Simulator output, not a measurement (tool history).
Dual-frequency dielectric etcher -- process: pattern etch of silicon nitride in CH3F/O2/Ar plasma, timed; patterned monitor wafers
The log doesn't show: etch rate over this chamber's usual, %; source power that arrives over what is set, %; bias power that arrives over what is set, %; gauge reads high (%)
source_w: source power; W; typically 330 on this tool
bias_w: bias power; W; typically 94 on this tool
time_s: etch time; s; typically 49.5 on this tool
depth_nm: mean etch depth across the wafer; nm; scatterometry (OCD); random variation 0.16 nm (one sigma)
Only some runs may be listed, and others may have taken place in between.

run	hour	source_w	bias_w	time_s	wafers since the last listed run	hours since the last wet clean	hours since the last source power generator calibration	hours since the last bias power generator calibration	hours since the last upper electrode change	hours since the gauge calibration	read-back reference wafer on the same gauge, depth_nm	depth_nm
1	0.0	330	94	49.5	0	96.0	80.2	145.5	4001.0	810.3	36.27	33.36
2	19.4	330	94	49.5	275	115.4	99.6	164.9	4020.4	829.7	36.28	33.57
# hour 60.7: upper electrode replaced
3	61.2	330	94	49.5	252	157.2	141.4	206.7	0.5	871.5	36.27	33.08
4	62.5	330	94	49.5	18	158.5	142.7	208.0	1.8	872.8	36.25	33.08
5	96.3	330	94	49.5	479	192.3	176.5	241.8	35.6	906.6	36.23	33.46
6	114.9	330	94	49.5	263	210.9	195.1	260.4	54.2	925.2	36.19	33.17
7	129.5	330	94	49.5	207	225.5	209.7	275.0	68.8	939.8	36.16	32.97
8	164.2	330	94	49.5	492	260.2	244.4	309.7	103.5	974.5	36.19	32.99
9	178.9	330	94	49.5	208	274.9	259.1	324.4	118.2	989.2	36.23	33.07
10	195.9	290	94	61.5	241	291.9	276.1	341.4	135.2	1006.2	36.15	38.86
11	214.1	330	94	49.5	258	310.1	294.3	359.6	153.4	1024.4	36.08	33.39
12	241.1	300	94	49.5	383	337.1	321.3	386.6	180.4	1051.4	36.09	31.60
13	256.8	330	94	42.0	222	352.8	337.0	402.3	196.1	1067.1	36.17	27.81
14	285.8	330	106	49.5	411	381.8	366.0	431.3	225.1	1096.1	36.07	34.64
15	301.5	330	94	49.5	222	397.5	381.7	447.0	240.8	1111.8	36.00	33.33
16	330.8	380	77	54.0	415	426.8	411.0	476.3	270.1	1141.1	36.11	35.86
# hour 356.2: gauge calibrated
17	358.9	330	94	35.5	398	454.9	439.1	504.4	298.2	2.7	36.83	24.18
# hour 399.6: wet clean of the chamber
18	400.1	400	94	40.5	244	0.5	480.3	545.6	339.4	43.9	36.79	29.92
19	400.5	330	103	58.5	5	0.9	480.7	546.0	339.8	44.3	36.87	41.40
20	415.1	270	108	49.5	207	15.5	495.3	560.6	354.4	58.9	36.84	32.34
21	441.8	290	94	35.0	378	42.2	522.0	587.3	381.1	85.6	36.78	22.38
22	464.3	310	94	34.5	319	64.7	544.5	609.8	403.6	108.1	36.89	22.84
23	493.1	330	94	64.5	408	93.5	573.3	638.6	432.4	136.9	36.67	43.66
24	520.4	310	94	34.5	387	120.8	600.6	665.9	459.7	164.2	36.72	22.95
25	538.3	390	85	59.0	253	138.7	618.5	683.8	477.6	182.1	36.76	41.55
26	569.7	330	85	49.5	445	170.1	649.9	715.2	509.0	213.5	36.74	32.40
27	582.1	380	105	43.5	175	182.5	662.3	727.6	521.4	225.9	36.71	32.96
28	613.7	310	94	49.5	448	214.1	693.9	759.2	553.0	257.5	36.66	32.60
29	639.3	390	94	49.5	363	239.7	719.5	784.8	578.6	283.1	36.66	36.19
30	674.3	330	94	49.5	496	274.7	754.5	819.8	613.6	318.1	36.61	33.62

The next listed run, before its measurement:
31	698.5	290	94	35.0	343	298.9	778.7	844.0	637.8	342.3	?	?

read-back reference wafer on the same gauge, depth_nm: 36.63
depth_nm: 22.47 nm
With no hidden state in the tool, this same run would have given depth_nm 22.65 nm.
